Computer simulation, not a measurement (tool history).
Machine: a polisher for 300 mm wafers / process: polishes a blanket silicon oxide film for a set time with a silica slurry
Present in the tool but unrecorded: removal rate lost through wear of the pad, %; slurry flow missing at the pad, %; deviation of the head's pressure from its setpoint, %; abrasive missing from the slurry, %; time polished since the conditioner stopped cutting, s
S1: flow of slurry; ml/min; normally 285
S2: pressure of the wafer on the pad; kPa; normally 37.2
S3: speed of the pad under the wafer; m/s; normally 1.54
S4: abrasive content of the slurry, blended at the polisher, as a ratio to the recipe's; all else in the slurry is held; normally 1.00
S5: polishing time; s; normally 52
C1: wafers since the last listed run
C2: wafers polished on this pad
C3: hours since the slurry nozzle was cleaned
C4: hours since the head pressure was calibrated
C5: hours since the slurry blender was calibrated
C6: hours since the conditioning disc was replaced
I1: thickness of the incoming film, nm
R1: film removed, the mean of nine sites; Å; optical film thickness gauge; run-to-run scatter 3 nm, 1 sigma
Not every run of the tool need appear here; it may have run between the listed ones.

run 1 hour=0.0 | S1=285 S2=37.2 S3=1.54 S4=1.00 S5=52 | C1=0 C2=47 C3=159.7 C4=692.0 C5=214.8 C6=98.1 | I1=799.3 | R1=2643
-- hour=8.4 slurry blender recalibrated
run 2 hour=8.9 | S1=285 S2=37.2 S3=1.54 S4=1.00 S5=52 | C1=90 C2=137 C3=168.6 C4=700.9 C5=0.5 C6=107.0 | I1=813.2 | R1=2615
run 3 hour=46.1 | S1=285 S2=37.2 S3=1.54 S4=1.00 S5=52 | C1=486 C2=623 C3=205.8 C4=738.1 C5=37.7 C6=144.2 | I1=809.7 | R1=2603
run 4 hour=58.5 | S1=285 S2=37.2 S3=1.54 S4=1.00 S5=52 | C1=162 C2=785 C3=218.2 C4=750.5 C5=50.1 C6=156.6 | I1=813.6 | R1=2619
run 5 hour=65.3 | S1=285 S2=37.2 S3=1.54 S4=1.00 S5=52 | C1=88 C2=874 C3=225.0 C4=757.3 C5=56.9 C6=163.4 | I1=795.3 | R1=2625
-- hour=76.2 worn pad replaced by a new one
run 6 hour=91.1 | S1=285 S2=28.3 S3=1.54 S4=1.00 S5=52 | C1=285 C2=195 C3=250.8 C4=783.1 C5=82.7 C6=189.2 | I1=807.6 | R1=2140
run 7 hour=103.9 | S1=285 S2=28.3 S3=1.54 S4=1.00 S5=52 | C1=167 C2=362 C3=263.6 C4=795.9 C5=95.5 C6=202.0 | I1=823.9 | R1=2098
run 8 hour=119.5 | S1=285 S2=28.3 S3=1.54 S4=1.00 S5=52 | C1=203 C2=566 C3=279.2 C4=811.5 C5=111.1 C6=217.6 | I1=823.0 | R1=2164
run 9 hour=135.9 | S1=285 S2=37.2 S3=1.54 S4=1.00 S5=52 | C1=214 C2=780 C3=295.6 C4=827.9 C5=127.5 C6=234.0 | I1=806.0 | R1=2626
-- hour=160.4 worn pad replaced by a new one
run 10 hour=173.4 | S1=285 S2=37.2 S3=1.54 S4=1.00 S5=52 | C1=438 C2=170 C3=333.1 C4=865.4 C5=165.0 C6=271.5 | I1=813.0 | R1=2654
run 11 hour=189.5 | S1=215 S2=37.2 S3=1.54 S4=1.00 S5=52 | C1=210 C2=381 C3=349.2 C4=881.5 C5=181.1 C6=287.6 | I1=815.8 | R1=2507
run 12 hour=202.5 | S1=365 S2=37.2 S3=1.54 S4=1.00 S5=52 | C1=169 C2=551 C3=362.2 C4=894.5 C5=194.1 C6=300.6 | I1=826.2 | R1=2656
run 13 hour=216.4 | S1=235 S2=45.5 S3=1.54 S4=0.75 S5=52 | C1=181 C2=732 C3=376.1 C4=908.4 C5=208.0 C6=314.5 | I1=801.6 | R1=2641
run 14 hour=231.2 | S1=285 S2=47.6 S3=1.54 S4=1.00 S5=67 | C1=193 C2=926 C3=390.9 C4=923.2 C5=222.8 C6=329.3 | I1=799.3 | R1=4058
-- hour=240.3 slurry blender recalibrated
run 15 hour=240.9 | S1=365 S2=46.2 S3=1.96 S4=1.00 S5=70 | C1=100 C2=1027 C3=400.6 C4=932.9 C5=0.6 C6=339.0 | I1=812.0 | R1=5276
-- hour=249.4 slurry nozzle cleaned
-- hour=257.6 worn pad replaced by a new one
run 16 hour=258.1 | S1=285 S2=37.2 S3=1.90 S4=1.10 S5=52 | C1=159 C2=7 C3=8.7 C4=950.1 C5=17.8 C6=356.2 | I1=807.8 | R1=3262
run 17 hour=261.7 | S1=285 S2=37.2 S3=1.54 S4=1.30 S5=52 | C1=47 C2=54 C3=12.3 C4=953.7 C5=21.4 C6=359.8 | I1=822.8 | R1=3008
-- hour=271.1 conditioning disc replaced and pad reconditioned
-- hour=304.1 head pressure recalibrated
run 18 hour=315.0 | S1=285 S2=37.2 S3=1.54 S4=1.00 S5=52 | C1=644 C2=698 C3=65.6 C4=10.9 C5=74.7 C6=43.9 | I1=805.0 | R1=2686
run 19 hour=321.5 | S1=285 S2=37.2 S3=1.20 S4=0.90 S5=52 | C1=84 C2=783 C3=72.1 C4=17.4 C5=81.2 C6=50.4 | I1=808.8 | R1=2004
run 20 hour=336.5 | S1=285 S2=37.2 S3=1.54 S4=1.00 S5=43 | C1=196 C2=979 C3=87.1 C4=32.4 C5=96.2 C6=65.4 | I1=809.8 | R1=2178
-- hour=343.8 worn pad replaced by a new one
run 21 hour=348.9 | S1=380 S2=31.7 S3=1.12 S4=1.00 S5=64 | C1=109 C2=66 C3=99.5 C4=44.8 C5=108.6 C6=77.8 | I1=806.6 | R1=2270
run 22 hour=366.3 | S1=285 S2=37.2 S3=1.54 S4=1.00 S5=52 | C1=227 C2=293 C3=116.9 C4=62.2 C5=126.0 C6=95.2 | I1=803.1 | R1=2648
run 23 hour=381.7 | S1=285 S2=32.4 S3=1.70 S4=1.00 S5=52 | C1=201 C2=495 C3=132.3 C4=77.6 C5=141.4 C6=110.6 | I1=806.2 | R1=2509
run 24 hour=393.3 | S1=285 S2=37.2 S3=1.90 S4=1.00 S5=52 | C1=151 C2=646 C3=143.9 C4=89.2 C5=153.0 C6=122.2 | I1=824.3 | R1=3099
run 25 hour=409.7 | S1=285 S2=37.2 S3=1.54 S4=1.00 S5=52 | C1=214 C2=861 C3=160.3 C4=105.6 C5=169.4 C6=138.6 | I1=824.6 | R1=2658

What the log doesn't show, run by run:
removal rate lost through wear of the pad, %: 0 across all the runs
slurry flow missing at the pad, %: 0 across all the runs
deviation of the head's pressure from its setpoint, %: 0 across all the runs
abrasive missing from the slurry, %: 0 across all the runs
time polished since the conditioner stopped cutting, s: 0 across all the runs
